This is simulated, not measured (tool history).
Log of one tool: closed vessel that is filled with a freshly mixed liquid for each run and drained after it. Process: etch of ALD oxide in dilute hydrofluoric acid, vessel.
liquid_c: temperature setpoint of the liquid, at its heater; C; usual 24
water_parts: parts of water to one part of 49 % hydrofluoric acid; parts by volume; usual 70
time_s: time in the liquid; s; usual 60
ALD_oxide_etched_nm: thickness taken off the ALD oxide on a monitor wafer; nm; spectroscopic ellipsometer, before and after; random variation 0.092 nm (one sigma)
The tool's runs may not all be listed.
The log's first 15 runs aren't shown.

run    hour  liquid_c  water_parts  time_s  wafers since the last listed run  hours since the thermometer was replaced  hours since the hydrofluoric acid flow meter was replaced  hours since the gauge calibration  read-back film thickness of the ALD oxide reference wafer, read on the same gauge (nm)  ALD_oxide_etched_nm
 16   708.9        26           80      95                              4461                                     401.7                                                        748                             2218.3                                                                                  109.98                45.54
      733.4  -- thermometer replaced, repeated, since the last time left the tool worse
 17   878.5      25.5           55      45                             11571                                     145.1                                                      917.6                             2387.9                                                                                     110                 30.5
 18   944.6        26           40      80                              4536                                     211.2                                                      983.7                               2454                                                                                     110                77.76
 19  1010.3        24           90      35                              4509                                     276.9                                                     1049.4                             2519.7                                                                                     110                12.99
 20  1039.7      28.5           50      85                              2017                                     306.3                                                     1078.8                             2549.1                                                                                  109.99                 71.6
     1046.8  -- gauge calibrated
 21  1071.3        24           70      60                              2168                                     337.9                                                     1110.4                               24.5                                                                                     110                29.32
 22  1119.4        24           70      60                              3301                                       386                                                     1158.5                               72.6                                                                                  110.02                29.38
 23  1187.2        24           70      60                              4653                                     453.8                                                     1226.3                              140.4                                                                                  109.97                29.33
     1252.3  -- hydrofluoric acid flow meter replaced
 24  1267.6        19           90      60                              5449                                     534.2                                                       15.3                              220.8                                                                                  109.99                18.24
 25  1302.8        24           70      60                              2415                                     569.4                                                       50.5                                256                                                                                  109.97                 29.4
 26  1343.1        21           80      85                              2765                                     609.7                                                       90.8                              296.3                                                                                  109.98                31.87
 27  1379.3        24           70      70                              2484                                     645.9                                                        127                              332.5                                                                                     110                34.61
 28  1421.5        24           70      85                              2896                                     688.1                                                      169.2                              374.7                                                                                     110                 41.7
 29  1450.1        24           70      60                              1962                                     716.7                                                      197.8                              403.3                                                                                  109.97                29.45
 30  1502.6        27           70      80                              3603                                     769.2                                                      250.3                              455.8                                                                                  110.02                44.32
 31  1564.5        24          100      80                              4248                                     831.1                                                      312.2                              517.7                                                                                  109.99                26.47
 32  1601.9        24          105      60                              2566                                     868.5                                                      349.6                              555.1                                                                                  110.04                18.86
 33  1645.7        24           70      75                              3006                                     912.3                                                      393.4                              598.9                                                                                  109.99                37.03
 34  1670.2        24           70      80                              1681                                     936.8                                                      417.9                              623.4                                                                                  110.01                39.46
 35  1739.8        24           70      60                              4776                                    1006.4                                                      487.5                                693                                                                                     110                 29.5

3 ways to go on from here, each from the tool as it stands after run 35. What would each give?
  A  1740.5        24           70      60                                48                                    1007.1                                                      488.2                              693.7                                                                                       ?                    ?
  B  1740.5        27           60      40                                48                                    1007.1                                                      488.2                              693.7                                                                                       ?                    ?
  C  1740.5      25.5           80      60                                48                                    1007.1                                                      488.2                              693.7                                                                                       ?                    ?

run  read-back film thickness of the ALD oxide reference wafer, read on the same gauge (nm)  ALD_oxide_etched_nm
  A                                                                                  109.99                29.67
  B                                                                                  109.99                26.38
  C                                                                                  109.99                27.21
Without the tool's hidden state the same runs would have given:
run  ALD_oxide_etched_nm
  A                29.36
  B                26.11
  C                26.93
